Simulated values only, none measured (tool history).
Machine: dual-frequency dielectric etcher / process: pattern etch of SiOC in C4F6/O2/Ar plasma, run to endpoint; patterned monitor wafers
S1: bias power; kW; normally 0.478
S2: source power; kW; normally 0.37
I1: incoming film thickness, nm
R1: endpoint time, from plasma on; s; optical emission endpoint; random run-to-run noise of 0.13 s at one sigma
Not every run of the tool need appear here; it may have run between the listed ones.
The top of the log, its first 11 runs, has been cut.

{"run": 12, "hour": 751.2, "S1": 0.551, "S2": 0.35, "I1": 43.15, "R1": 14.9}
{"run": 13, "hour": 788.7, "S1": 0.551, "S2": 0.35, "I1": 43.26, "R1": 14.9}
{"run": 14, "hour": 828.5, "S1": 0.551, "S2": 0.35, "I1": 43.21, "R1": 15}
{"hour": 884.8, "done": "wet clean of the chamber"}
{"run": 15, "hour": 885.3, "S1": 0.44, "S2": 0.37, "I1": 42.78, "R1": 15.6}
{"run": 16, "hour": 941.1, "S1": 0.478, "S2": 0.37, "I1": 42.82, "R1": 15}
{"hour": 992.0, "done": "upper electrode replaced"}
{"run": 17, "hour": 1000.4, "S1": 0.478, "S2": 0.32, "I1": 42.84, "R1": 15.8}
{"run": 18, "hour": 1033.0, "S1": 0.358, "S2": 0.3, "I1": 42.97, "R1": 17.3}
{"run": 19, "hour": 1104.9, "S1": 0.478, "S2": 0.34, "I1": 42.5, "R1": 15.4}
{"run": 20, "hour": 1142.2, "S1": 0.445, "S2": 0.3, "I1": 43.06, "R1": 16.5}
{"run": 21, "hour": 1211.5, "S1": 0.478, "S2": 0.44, "I1": 42.94, "R1": 14.4}
{"hour": 1232.1, "done": "source power generator calibrated"}
{"run": 22, "hour": 1273.9, "S1": 0.363, "S2": 0.43, "I1": 43.15, "R1": 15.6}
{"hour": 1305.9, "done": "bias power generator calibrated"}
{"run": 23, "hour": 1306.4, "S1": 0.446, "S2": 0.37, "I1": 43.07, "R1": 15.3}
{"run": 24, "hour": 1347.3, "S1": 0.478, "S2": 0.37, "I1": 43.12, "R1": 15.2}
{"run": 25, "hour": 1413.2, "S1": 0.369, "S2": 0.44, "I1": 42.95, "R1": 15.5}
{"run": 26, "hour": 1478.7, "S1": 0.478, "S2": 0.37, "I1": 43.23, "R1": 15.3}
{"hour": 1513.9, "done": "wet clean of the chamber"}
{"run": 27, "hour": 1536.5, "S1": 0.478, "S2": 0.31, "I1": 43.17, "R1": 15.9}
{"run": 28, "hour": 1570.8, "S1": 0.478, "S2": 0.41, "I1": 43.24, "R1": 14.9}
{"run": 29, "hour": 1644.8, "S1": 0.478, "S2": 0.37, "I1": 43.06, "R1": 15.2}
{"run": 30, "hour": 1671.0, "S1": 0.478, "S2": 0.37, "I1": 43.29, "R1": 15.4}
{"run": 31, "hour": 1706.6, "S1": 0.478, "S2": 0.43, "I1": 43.24, "R1": 14.7}
{"run": 32, "hour": 1734.2, "S1": 0.478, "S2": 0.37, "I1": 43, "R1": 15.2}
{"run": 33, "hour": 1770.2, "S1": 0.566, "S2": 0.29, "I1": 42.97, "R1": 15.4}

Here are 5 independent what-if runs from the current tool condition. What would each one return?
{"run": "A", "hour": 1770.6, "S1": 0.564, "S2": 0.37, "I1": 42.91, "R1": "?"}
{"run": "B", "hour": 1770.6, "S1": 0.445, "S2": 0.29, "I1": 42.91, "R1": "?"}
{"run": "C", "hour": 1770.6, "S1": 0.551, "S2": 0.37, "I1": 42.91, "R1": "?"}
{"run": "D", "hour": 1770.6, "S1": 0.382, "S2": 0.34, "I1": 42.91, "R1": "?"}
{"run": "E", "hour": 1770.6, "S1": 0.365, "S2": 0.32, "I1": 42.91, "R1": "?"}

run=A R1=14.3
run=B R1=16.4
run=C R1=14.4
run=D R1=16.3
run=E R1=16.8
The same runs, with their run-to-run variation unchanged, on a tool lacking any hidden condition would have given:
run=A R1=14.3
run=B R1=16.4
run=C R1=14.4
run=D R1=16.3
run=E R1=16.8
